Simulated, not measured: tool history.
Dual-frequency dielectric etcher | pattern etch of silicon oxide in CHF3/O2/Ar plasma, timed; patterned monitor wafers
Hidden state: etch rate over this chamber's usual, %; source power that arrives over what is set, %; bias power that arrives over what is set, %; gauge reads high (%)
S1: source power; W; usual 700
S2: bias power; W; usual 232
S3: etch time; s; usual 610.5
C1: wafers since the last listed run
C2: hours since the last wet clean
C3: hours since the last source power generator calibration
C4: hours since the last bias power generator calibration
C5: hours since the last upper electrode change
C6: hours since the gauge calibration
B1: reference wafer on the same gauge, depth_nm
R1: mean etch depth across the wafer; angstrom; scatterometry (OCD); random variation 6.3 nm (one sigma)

run,hour,S1,S2,S3,C1,C2,C3,C4,C5,C6,B1,R1
1,0.0,700,232,558.0,0,141.7,2043.0,1244.8,4329.7,549.9,1256.5,12163
2,13.7,700,232,610.5,35,155.4,2056.7,1258.5,4343.4,563.6,1254.6,13359
3,47.4,700,232,610.5,86,189.1,2090.4,1292.2,4377.1,597.3,1257.5,13236
4,78.6,700,232,610.5,80,220.3,2121.6,1323.4,4408.3,628.5,1258.5,13281
5,131.5,700,232,610.5,136,273.2,2174.5,1376.3,4461.2,681.4,1259.8,13299
6,153.4,700,232,610.5,56,295.1,2196.4,1398.2,4483.1,703.3,1259.5,13388
7,258.6,700,232,610.5,271,400.3,2301.6,1503.4,4588.3,808.5,1260.2,13269
8,288.8,700,232,610.5,77,430.5,2331.8,1533.6,4618.5,838.7,1261.9,13280
9,303.9,700,254,676.5,38,445.6,2346.9,1548.7,4633.6,853.8,1261.2,15126
10,328.7,700,254,676.5,64,470.4,2371.7,1573.5,4658.4,878.6,1260.6,15137
11,343.6,700,232,610.5,38,485.3,2386.6,1588.4,4673.3,893.5,1262.1,13354
12,375.3,700,232,610.5,81,517.0,2418.3,1620.1,4705.0,925.2,1262.1,13291
13,392.4,570,232,610.5,44,534.1,2435.4,1637.2,4722.1,942.3,1262.8,12138
14,420.2,700,232,610.5,71,561.9,2463.2,1665.0,4749.9,970.1,1260.9,13370
# hour 444.4: wet clean of the chamber
15,444.9,700,232,773.0,1,0.5,2487.9,1689.7,4774.6,994.8,1262.9,16873
# hour 454.7: bias power generator calibrated
16,468.9,700,232,610.5,51,24.5,2511.9,14.2,4798.6,1018.8,1263.0,13387
# hour 519.2: upper electrode replaced
17,519.7,700,247,745.0,69,75.3,2562.7,65.0,0.5,1069.6,1263.3,16574
18,520.2,700,232,710.5,1,75.8,2563.2,65.5,1.0,1070.1,1263.2,15502
19,539.9,540,285,439.5,50,95.5,2582.9,85.2,20.7,1089.8,1264.7,9066
20,562.7,700,232,610.5,58,118.3,2605.7,108.0,43.5,1112.6,1264.2,13306
# hour 582.9: source power generator calibrated
21,583.4,840,232,558.0,43,139.0,0.5,128.7,64.2,1133.3,1265.4,13281
22,595.9,700,175,675.0,32,151.5,13.0,141.2,76.7,1145.8,1264.5,13610
23,678.8,620,282,730.0,213,234.4,95.9,224.1,159.6,1228.7,1264.3,15924
24,693.1,760,178,753.5,36,248.7,110.2,238.4,173.9,1243.0,1262.5,15815
# hour 696.8: gauge calibrated
25,724.2,770,189,508.5,80,279.8,141.3,269.5,205.0,27.4,1210.2,10480
26,828.7,700,183,610.5,269,384.3,245.8,374.0,309.5,131.9,1221.1,12158
27,859.5,700,232,610.5,79,415.1,276.6,404.8,340.3,162.7,1223.4,12911
28,883.7,700,232,610.5,62,439.3,300.8,429.0,364.5,186.9,1224.5,12930
29,911.7,700,288,675.0,72,467.3,328.8,457.0,392.5,214.9,1229.6,15370
30,935.3,700,232,610.5,60,490.9,352.4,480.6,416.1,238.5,1230.4,13093

Forecast each of these 4 alternatives for the next run:
A,935.9,620,232,610.5,1,491.5,353.0,481.2,416.7,239.1,?,?
B,935.9,810,232,610.5,1,491.5,353.0,481.2,416.7,239.1,?,?
C,935.9,560,276,536.0,1,491.5,353.0,481.2,416.7,239.1,?,?
D,935.9,700,270,758.5,1,491.5,353.0,481.2,416.7,239.1,?,?

run,B1,R1
A,1229.5,12213
B,1229.5,13775
C,1229.5,10741
D,1229.5,16726
Without the tool's hidden state the same runs would have given:
run,R1
A,12020
B,13557
C,10571
D,16461
